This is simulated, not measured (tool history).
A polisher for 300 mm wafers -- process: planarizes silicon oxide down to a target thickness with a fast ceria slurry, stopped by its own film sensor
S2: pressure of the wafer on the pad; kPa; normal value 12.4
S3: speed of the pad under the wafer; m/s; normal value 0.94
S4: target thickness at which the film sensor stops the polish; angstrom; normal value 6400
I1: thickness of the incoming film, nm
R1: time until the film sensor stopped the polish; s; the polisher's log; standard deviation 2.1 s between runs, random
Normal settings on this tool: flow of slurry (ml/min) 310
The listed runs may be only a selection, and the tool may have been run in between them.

{"run": 1, "hour": 0.0, "flow of slurry (ml/min)": 310, "S2": 12.4, "S3": 0.72, "S4": 8520, "I1": 1617.2, "R1": 112.1}
{"run": 2, "hour": 32.8, "flow of slurry (ml/min)": 310, "S2": 12.4, "S3": 1, "S4": 6400, "I1": 1612.8, "R1": 99.5}
{"run": 3, "hour": 112.8, "flow of slurry (ml/min)": 310, "S2": 12.4, "S3": 1, "S4": 6400, "I1": 1644, "R1": 104.6}
{"run": 4, "hour": 148.5, "flow of slurry (ml/min)": 310, "S2": 12.4, "S3": 0.94, "S4": 6400, "I1": 1622.3, "R1": 106}
{"run": 5, "hour": 178.8, "flow of slurry (ml/min)": 310, "S2": 12.4, "S3": 0.94, "S4": 6400, "I1": 1657.3, "R1": 108.4}
{"hour": 199.9, "done": "worn pad replaced by a new one"}
{"run": 6, "hour": 212.0, "flow of slurry (ml/min)": 310, "S2": 12.4, "S3": 0.76, "S4": 6400, "I1": 1610.3, "R1": 130}
{"run": 7, "hour": 228.9, "flow of slurry (ml/min)": 310, "S2": 12.4, "S3": 0.94, "S4": 6400, "I1": 1593.6, "R1": 103.2}
{"run": 8, "hour": 242.6, "flow of slurry (ml/min)": 310, "S2": 12.4, "S3": 0.94, "S4": 6400, "I1": 1621.7, "R1": 106.1}
{"run": 9, "hour": 265.5, "flow of slurry (ml/min)": 310, "S2": 12.4, "S3": 0.94, "S4": 6400, "I1": 1622.9, "R1": 103.7}
{"run": 10, "hour": 294.6, "flow of slurry (ml/min)": 310, "S2": 12.4, "S3": 0.94, "S4": 6400, "I1": 1626.3, "R1": 102.6}
{"run": 11, "hour": 325.0, "flow of slurry (ml/min)": 310, "S2": 11.7, "S3": 0.94, "S4": 6400, "I1": 1601.6, "R1": 108.1}
{"run": 12, "hour": 354.3, "flow of slurry (ml/min)": 310, "S2": 11.7, "S3": 0.94, "S4": 6400, "I1": 1636.4, "R1": 110.1}
{"run": 13, "hour": 383.9, "flow of slurry (ml/min)": 310, "S2": 13.8, "S3": 0.94, "S4": 8320, "I1": 1629.4, "R1": 76}
{"hour": 386.3, "done": "slurry nozzle cleaned"}
{"run": 14, "hour": 402.0, "flow of slurry (ml/min)": 310, "S2": 12.4, "S3": 0.94, "S4": 6400, "I1": 1613.9, "R1": 104}
{"run": 15, "hour": 422.6, "flow of slurry (ml/min)": 310, "S2": 12.4, "S3": 0.94, "S4": 6400, "I1": 1638.1, "R1": 104.1}
{"hour": 438.0, "done": "worn pad replaced by a new one"}
{"run": 16, "hour": 455.1, "flow of slurry (ml/min)": 245, "S2": 12.4, "S3": 0.94, "S4": 6400, "I1": 1639.4, "R1": 105.2}
{"hour": 458.8, "done": "head pressure recalibrated"}
{"run": 17, "hour": 553.7, "flow of slurry (ml/min)": 245, "S2": 12.4, "S3": 0.94, "S4": 6400, "I1": 1622.7, "R1": 114.3}
{"run": 18, "hour": 586.3, "flow of slurry (ml/min)": 310, "S2": 12.4, "S3": 0.94, "S4": 6400, "I1": 1616.4, "R1": 112.4}
{"run": 19, "hour": 611.5, "flow of slurry (ml/min)": 230, "S2": 12.4, "S3": 0.94, "S4": 6400, "I1": 1635.9, "R1": 119.3}
{"hour": 642.5, "done": "worn pad replaced by a new one"}
{"run": 20, "hour": 675.2, "flow of slurry (ml/min)": 385, "S2": 12.4, "S3": 1.18, "S4": 6400, "I1": 1611.2, "R1": 84.1}
{"run": 21, "hour": 701.3, "flow of slurry (ml/min)": 400, "S2": 8.3, "S3": 0.7, "S4": 9420, "I1": 1585.2, "R1": 139.3}
{"run": 22, "hour": 719.6, "flow of slurry (ml/min)": 310, "S2": 12.4, "S3": 0.94, "S4": 6400, "I1": 1628.3, "R1": 112.2}
{"run": 23, "hour": 736.7, "flow of slurry (ml/min)": 310, "S2": 12.4, "S3": 0.94, "S4": 8340, "I1": 1608.8, "R1": 86.5}
{"run": 24, "hour": 762.6, "flow of slurry (ml/min)": 240, "S2": 12.4, "S3": 0.94, "S4": 5480, "I1": 1634.2, "R1": 123.2}
{"run": 25, "hour": 791.7, "flow of slurry (ml/min)": 310, "S2": 14.5, "S3": 0.94, "S4": 6400, "I1": 1609.6, "R1": 94.3}
{"hour": 859.4, "done": "worn pad replaced by a new one"}
{"run": 26, "hour": 859.9, "flow of slurry (ml/min)": 310, "S2": 12.4, "S3": 0.94, "S4": 6400, "I1": 1615.8, "R1": 106.9}
{"run": 27, "hour": 872.0, "flow of slurry (ml/min)": 310, "S2": 8.3, "S3": 0.94, "S4": 6400, "I1": 1629.4, "R1": 164.7}
{"run": 28, "hour": 898.7, "flow of slurry (ml/min)": 310, "S2": 12.4, "S3": 0.94, "S4": 6400, "I1": 1631.4, "R1": 108.9}
{"run": 29, "hour": 925.7, "flow of slurry (ml/min)": 250, "S2": 12.4, "S3": 0.94, "S4": 6400, "I1": 1604.9, "R1": 106.5}
{"run": 30, "hour": 940.1, "flow of slurry (ml/min)": 370, "S2": 10.3, "S3": 0.78, "S4": 8910, "I1": 1648.1, "R1": 119.3}
{"run": 31, "hour": 969.9, "flow of slurry (ml/min)": 310, "S2": 16.5, "S3": 0.7, "S4": 6400, "I1": 1626.1, "R1": 107.1}
{"run": 32, "hour": 999.4, "flow of slurry (ml/min)": 310, "S2": 12.4, "S3": 1.2, "S4": 3660, "I1": 1638.2, "R1": 104.3}
{"run": 33, "hour": 1031.6, "flow of slurry (ml/min)": 350, "S2": 9.7, "S3": 0.94, "S4": 8140, "I1": 1612.5, "R1": 109.6}
{"hour": 1056.0, "done": "worn pad replaced by a new one"}
{"run": 34, "hour": 1056.5, "flow of slurry (ml/min)": 310, "S2": 12.4, "S3": 0.94, "S4": 6400, "I1": 1647, "R1": 105.2}
{"run": 35, "hour": 1076.9, "flow of slurry (ml/min)": 310, "S2": 12.4, "S3": 1.14, "S4": 8850, "I1": 1628.5, "R1": 64.1}

Below, each run's measurement less what the same run would have read without the hidden state. Both values contain the same run-to-run variation, but the gauge's scatter may not be the same in both:
The hidden state here: removal rate lost through wear of the pad, %; slurry flow missing at the pad, %; deviation of the head's pressure from its setpoint, %.
run=1 R1=-5.7
run=2 R1=-5.8
run=3 R1=-7.6
run=4 R1=-8.3
run=5 R1=-9.1
run=6 R1=-11.6
run=7 R1=-9.6
run=8 R1=-10.1
run=9 R1=-10.3
run=10 R1=-10.8
run=11 R1=-11.9
run=12 R1=-12.7
run=13 R1=-9.2
run=14 R1=-12.9
run=15 R1=-13.3
run=16 R1=-14
run=17 R1=-1.9
run=18 R1=-2.5
run=19 R1=-3.2
run=20 R1=-3.2
run=21 R1=-6
run=22 R1=-5.2
run=23 R1=-4.3
run=24 R1=-6.6
run=25 R1=-5.6
run=26 R1=-7.6
run=27 R1=-12.1
run=28 R1=-8.6
run=29 R1=-8.9
run=30 R1=-10.3
run=31 R1=-9.8
run=32 R1=-10.1
run=33 R1=-11.2
run=34 R1=-11.3
run=35 R1=-7.1
